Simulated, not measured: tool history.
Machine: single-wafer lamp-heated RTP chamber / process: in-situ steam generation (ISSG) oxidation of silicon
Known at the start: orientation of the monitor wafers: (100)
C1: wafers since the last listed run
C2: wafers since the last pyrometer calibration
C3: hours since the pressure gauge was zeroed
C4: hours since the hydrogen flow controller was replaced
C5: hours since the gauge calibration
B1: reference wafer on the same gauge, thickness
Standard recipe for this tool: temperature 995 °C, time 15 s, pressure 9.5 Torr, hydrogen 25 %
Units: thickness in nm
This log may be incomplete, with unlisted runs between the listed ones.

run 1 hour=0 | temperature=995 time=15 pressure=9.5 hydrogen=25 | C1=0 C2=3845 C3=2084 C4=4325.4 C5=359.8 | B1=5.723 | thickness=5.194
run 2 hour=72.2 | temperature=995 time=15 pressure=9.5 hydrogen=25 | C1=688 C2=4534 C3=2156.2 C4=4397.6 C5=432 | B1=5.709 | thickness=5.227
run 3 hour=148.4 | temperature=995 time=15 pressure=9.5 hydrogen=25 | C1=726 C2=5260 C3=2232.4 C4=4473.8 C5=508.2 | B1=5.721 | thickness=5.205
-- hour=198.3 pyrometer window cleaned and pyrometer calibrated
run 4 hour=222.1 | temperature=995 time=15 pressure=9.5 hydrogen=25 | C1=626 C2=227 C3=2306.1 C4=4547.5 C5=581.9 | B1=5.716 | thickness=5.033
-- hour=427.6 gauge calibrated
run 5 hour=429.9 | temperature=995 time=15 pressure=9.5 hydrogen=25 | C1=1980 C2=2208 C3=2513.9 C4=4755.3 C5=2.3 | B1=5.722 | thickness=5.201
run 6 hour=512.1 | temperature=995 time=15 pressure=9.5 hydrogen=25 | C1=783 C2=2991 C3=2596.1 C4=4837.5 C5=84.5 | B1=5.721 | thickness=5.167
run 7 hour=591.9 | temperature=995 time=15 pressure=9.5 hydrogen=25 | C1=760 C2=3752 C3=2675.9 C4=4917.3 C5=164.3 | B1=5.715 | thickness=5.161
run 8 hour=689.2 | temperature=995 time=13 pressure=9.9 hydrogen=25 | C1=927 C2=4680 C3=2773.2 C4=5014.6 C5=261.6 | B1=5.716 | thickness=4.831
-- hour=758 pyrometer window cleaned and pyrometer calibrated
-- hour=789.2 pressure gauge zeroed
run 9 hour=789.7 | temperature=995 time=15 pressure=9.5 hydrogen=25 | C1=805 C2=226 C3=0.5 C4=5115.1 C5=362.1 | B1=5.722 | thickness=5.035
-- hour=855.4 hydrogen flow controller replaced
run 10 hour=872.8 | temperature=979 time=15 pressure=9.5 hydrogen=25 | C1=715 C2=942 C3=83.6 C4=17.4 C5=445.2 | B1=5.713 | thickness=4.793
run 11 hour=919 | temperature=995 time=15 pressure=9.5 hydrogen=15 | C1=440 C2=1382 C3=129.8 C4=63.6 C5=491.4 | B1=5.721 | thickness=4.594
run 12 hour=956.8 | temperature=1004 time=19 pressure=8.9 hydrogen=31 | C1=360 C2=1742 C3=167.6 C4=101.4 C5=529.2 | B1=5.726 | thickness=6.291
run 13 hour=1017.2 | temperature=995 time=15 pressure=9.5 hydrogen=25 | C1=575 C2=2318 C3=228 C4=161.8 C5=589.6 | B1=5.714 | thickness=5.112

The next listed run, before its measurement:
run 14 hour=1092.5 | temperature=1012 time=15 pressure=9.5 hydrogen=25 | C1=717 C2=3036 C3=303.3 C4=237.1 C5=664.9 | B1=? | thickness=?

Logged for run 14: B1 5.723, thickness 5.537 nm.
With no hidden state in the tool, this same run would have given thickness 5.335 nm.
